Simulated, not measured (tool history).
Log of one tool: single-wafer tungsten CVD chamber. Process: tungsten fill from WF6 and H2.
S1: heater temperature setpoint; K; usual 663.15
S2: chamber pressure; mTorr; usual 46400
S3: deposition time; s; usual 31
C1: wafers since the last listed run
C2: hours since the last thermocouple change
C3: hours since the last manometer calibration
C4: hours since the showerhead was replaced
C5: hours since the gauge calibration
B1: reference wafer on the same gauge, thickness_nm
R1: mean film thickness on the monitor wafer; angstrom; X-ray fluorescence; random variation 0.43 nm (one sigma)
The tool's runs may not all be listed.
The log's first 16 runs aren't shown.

run 17 hour=1263.3 | S1=670.15 S2=46400 S3=31 | C1=477 C2=580 C3=738.6 C4=7839.9 C5=91.7 | B1=94.189 | R1=1014.09
run 18 hour=1323.9 | S1=672.15 S2=46400 S3=33.8 | C1=735 C2=640.6 C3=799.2 C4=7900.5 C5=152.3 | B1=94.323 | R1=1140.49
run 19 hour=1395.1 | S1=663.15 S2=46400 S3=31 | C1=864 C2=711.8 C3=870.4 C4=7971.7 C5=223.5 | B1=94.224 | R1=906.39
-- hour=1415.1 showerhead replaced
run 20 hour=1496.6 | S1=654.15 S2=41000 S3=35.5 | C1=1135 C2=813.3 C3=971.9 C4=81.5 C5=325 | B1=94.175 | R1=847.96
run 21 hour=1535.4 | S1=663.15 S2=46400 S3=35.6 | C1=471 C2=852.1 C3=1010.7 C4=120.3 C5=363.8 | B1=94.025 | R1=1047.7
run 22 hour=1613 | S1=663.15 S2=46400 S3=31 | C1=942 C2=929.7 C3=1088.3 C4=197.9 C5=441.4 | B1=94.426 | R1=916.36
run 23 hour=1672.4 | S1=663.15 S2=46400 S3=31 | C1=721 C2=989.1 C3=1147.7 C4=257.3 C5=500.8 | B1=94.285 | R1=910.62
run 24 hour=1750.7 | S1=676.15 S2=46400 S3=33.3 | C1=950 C2=1067.4 C3=1226 C4=335.6 C5=579.1 | B1=94.189 | R1=1218.99

The next listed run, before its measurement:
run 25 hour=1819.6 | S1=670.15 S2=38000 S3=31 | C1=836 C2=1136.3 C3=1294.9 C4=404.5 C5=648 | B1=? | R1=?

B1: 94.042
R1: 952.03 angstrom
Without the tool's hidden state the same run would have given R1 920.6 angstrom.
